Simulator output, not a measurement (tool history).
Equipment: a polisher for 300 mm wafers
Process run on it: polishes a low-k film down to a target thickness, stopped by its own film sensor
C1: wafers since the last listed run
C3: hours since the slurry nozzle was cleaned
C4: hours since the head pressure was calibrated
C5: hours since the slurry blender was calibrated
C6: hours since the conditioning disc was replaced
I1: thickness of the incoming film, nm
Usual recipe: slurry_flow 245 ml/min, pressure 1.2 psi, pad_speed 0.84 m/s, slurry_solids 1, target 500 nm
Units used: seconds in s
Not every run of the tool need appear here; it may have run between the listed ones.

run 1 day=0.000 | slurry_flow=245 pressure=1.2 pad_speed=0.84 slurry_solids=1 target=500 | C1=0 wafers_polished_on_this_pad=679 C3=178.2 C4=393.3 C5=37.6 C6=127.7 | I1=528.4 | seconds=127.4
run 2 day=1.454 | slurry_flow=245 pressure=1.2 pad_speed=0.84 slurry_solids=1 target=496 | C1=257 wafers_polished_on_this_pad=937 C3=213.1 C4=428.2 C5=72.5 C6=162.6 | I1=530.8 | seconds=155.4
run 3 day=2.925 | slurry_flow=245 pressure=1.2 pad_speed=0.84 slurry_solids=1 target=496 | C1=260 wafers_polished_on_this_pad=1198 C3=248.4 C4=463.5 C5=107.8 C6=197.9 | I1=527.8 | seconds=143.6
-- day=3.633 worn pad replaced by a new one
run 4 day=3.883 | slurry_flow=245 pressure=1.2 pad_speed=0.84 slurry_solids=1 target=496 | C1=140 wafers_polished_on_this_pad=44 C3=271.4 C4=486.5 C5=130.8 C6=220.9 | I1=535.3 | seconds=170.0
-- day=4.562 slurry blender recalibrated
run 5 day=4.808 | slurry_flow=245 pressure=1.2 pad_speed=0.84 slurry_solids=1 target=500 | C1=149 wafers_polished_on_this_pad=193 C3=293.6 C4=508.7 C5=5.9 C6=243.1 | I1=523.6 | seconds=104.1
run 6 day=5.362 | slurry_flow=245 pressure=1.2 pad_speed=0.84 slurry_solids=1 target=500 | C1=98 wafers_polished_on_this_pad=292 C3=306.9 C4=522.0 C5=19.2 C6=256.4 | I1=530.9 | seconds=133.7
run 7 day=6.079 | slurry_flow=245 pressure=1.2 pad_speed=0.84 slurry_solids=1 target=500 | C1=127 wafers_polished_on_this_pad=419 C3=324.1 C4=539.2 C5=36.4 C6=273.6 | I1=521.5 | seconds=94.8
run 8 day=7.125 | slurry_flow=245 pressure=1.0 pad_speed=0.84 slurry_solids=1 target=500 | C1=185 wafers_polished_on_this_pad=604 C3=349.2 C4=564.3 C5=61.5 C6=298.7 | I1=525.5 | seconds=136.4
run 9 day=8.579 | slurry_flow=245 pressure=1.2 pad_speed=0.84 slurry_solids=1 target=500 | C1=257 wafers_polished_on_this_pad=862 C3=384.1 C4=599.2 C5=96.4 C6=333.6 | I1=538.5 | seconds=174.0
run 10 day=9.675 | slurry_flow=245 pressure=1.2 pad_speed=0.84 slurry_solids=1 target=500 | C1=194 wafers_polished_on_this_pad=1056 C3=410.4 C4=625.5 C5=122.7 C6=359.9 | I1=531.6 | seconds=141.8
-- day=9.742 slurry nozzle cleaned
-- day=10.521 conditioning disc replaced and pad reconditioned
run 11 day=10.954 | slurry_flow=245 pressure=1.3 pad_speed=0.84 slurry_solids=1 target=505 | C1=204 wafers_polished_on_this_pad=1261 C3=29.1 C4=656.2 C5=153.4 C6=10.4 | I1=533.0 | seconds=113.6
-- day=11.512 slurry blender recalibrated
run 12 day=11.533 | slurry_flow=245 pressure=1.2 pad_speed=0.84 slurry_solids=1 target=506 | C1=87 wafers_polished_on_this_pad=1349 C3=43.0 C4=670.1 C5=0.5 C6=24.3 | I1=536.8 | seconds=137.8
-- day=12.167 worn pad replaced by a new one
run 13 day=12.675 | slurry_flow=245 pressure=1.2 pad_speed=0.84 slurry_solids=1 target=500 | C1=172 wafers_polished_on_this_pad=89 C3=70.4 C4=697.5 C5=27.9 C6=51.7 | I1=524.9 | seconds=110.9
run 14 day=13.712 | slurry_flow=245 pressure=1.2 pad_speed=0.84 slurry_solids=1 target=500 | C1=184 wafers_polished_on_this_pad=273 C3=95.3 C4=722.4 C5=52.8 C6=76.6 | I1=522.3 | seconds=96.7
run 15 day=14.467 | slurry_flow=245 pressure=1.2 pad_speed=0.84 slurry_solids=1 target=500 | C1=133 wafers_polished_on_this_pad=407 C3=113.4 C4=740.5 C5=70.9 C6=94.7 | I1=523.9 | seconds=105.0

What does the tool deliver on the next run?
run 16 day=15.292 | slurry_flow=245 pressure=1.2 pad_speed=0.84 slurry_solids=1 target=503 | C1=146 wafers_polished_on_this_pad=553 C3=133.2 C4=760.3 C5=90.7 C6=114.5 | I1=523.8 | seconds=?

{"run 16": {"seconds": 93.2}}
On a tool with no hidden condition, and with the same random variation, this run would have come out at seconds 90.0 s.

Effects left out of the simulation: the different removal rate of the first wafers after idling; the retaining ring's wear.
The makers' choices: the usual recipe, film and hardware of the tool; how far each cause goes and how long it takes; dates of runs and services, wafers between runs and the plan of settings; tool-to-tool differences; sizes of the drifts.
